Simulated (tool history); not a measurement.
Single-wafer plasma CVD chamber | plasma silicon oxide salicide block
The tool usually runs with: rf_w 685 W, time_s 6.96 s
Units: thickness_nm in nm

run	hour	rf_w	time_s	read-back reference wafer on the same gauge, thickness_nm	thickness_nm
1	0	685	6.96	81.706	74.488
2	25.7	685	6.96	81.706	74.826
3	59.6	685	6.96	81.717	75.025
4	85.2	685	6.96	81.72	74.796
5	162.9	685	6.96	81.724	74.444
6	217.6	685	6.96	81.683	74.379
7	242.5	685	6.96	81.726	74.349
8	301.1	685	6.96	81.692	74.218
# hour 340.1: RF generator calibrated
9	349.2	630	6.96	81.679	74.276
10	408	630	6.96	81.742	74.447
11	449.6	685	5.99	81.74	65.318
12	619.4	685	5.99	81.695	65.234
13	644.7	685	5.99	81.686	65.263
14	677	685	7.45	81.669	81.181
# hour 690.9: showerhead replaced
15	742.6	685	7.45	81.674	81.132
16	769.7	685	7.62	81.67	82.708
17	832	685	7.62	81.668	82.657
18	877.3	685	6.96	81.683	75.117
19	915.3	755	6.96	81.712	77.011
20	987.1	755	6.96	81.7	77.264
21	1030.7	740	8.23	81.732	90.369
# hour 1054.7: gauge calibrated
22	1075.2	620	7.83	81.644	81.794
# hour 1177.4: RF generator calibrated
23	1203.4	685	6.96	81.671	76.069
24	1246.3	685	6.96	81.729	76.106
25	1282.6	685	7.57	81.666	82.684
26	1319.2	620	5.61	81.721	59.666
27	1390.4	560	7.47	81.757	77.23
28	1427.8	685	6.96	81.691	76.16
29	1485	620	6.16	81.715	65.162
30	1541.3	575	6.96	81.677	72.182
31	1574.7	795	6.45	81.691	73.178
32	1615.2	685	6.96	81.689	75.503
33	1658.7	685	7.63	81.709	82.848
34	1689.9	620	5.61	81.682	59.16
35	1758.4	685	7.95	81.703	85.914
36	1823.8	605	6.18	81.7	64.287
37	1882.3	770	7.36	81.707	82.152
38	1917.8	685	6.96	81.723	74.747
39	1958.7	615	6.08	81.68	63.521
40	2012.3	595	6.37	81.676	65.982
41	2077.1	815	8.34	81.699	93.899
# hour 2092.4: RF generator calibrated
42	2123.2	685	6.96	81.733	76.314
43	2175.4	750	5.59	81.673	62.746
44	2202.5	740	6.96	81.676	77.703

What if the next run were any one of these 4? Each begins from the tool's condition after run 44:
A	2202.9	685	7.35	?	?
B	2202.9	550	8.23	?	?
C	2202.9	785	7.52	?	?
D	2202.9	735	5.63	?	?

run	read-back reference wafer on the same gauge, thickness_nm	thickness_nm
A	81.688	80.3
B	81.688	84.618
C	81.688	85.355
D	81.688	62.733
What these runs would have given with no unlogged condition in the tool:
run	thickness_nm
A	80.79
B	85.134
C	85.875
D	63.115
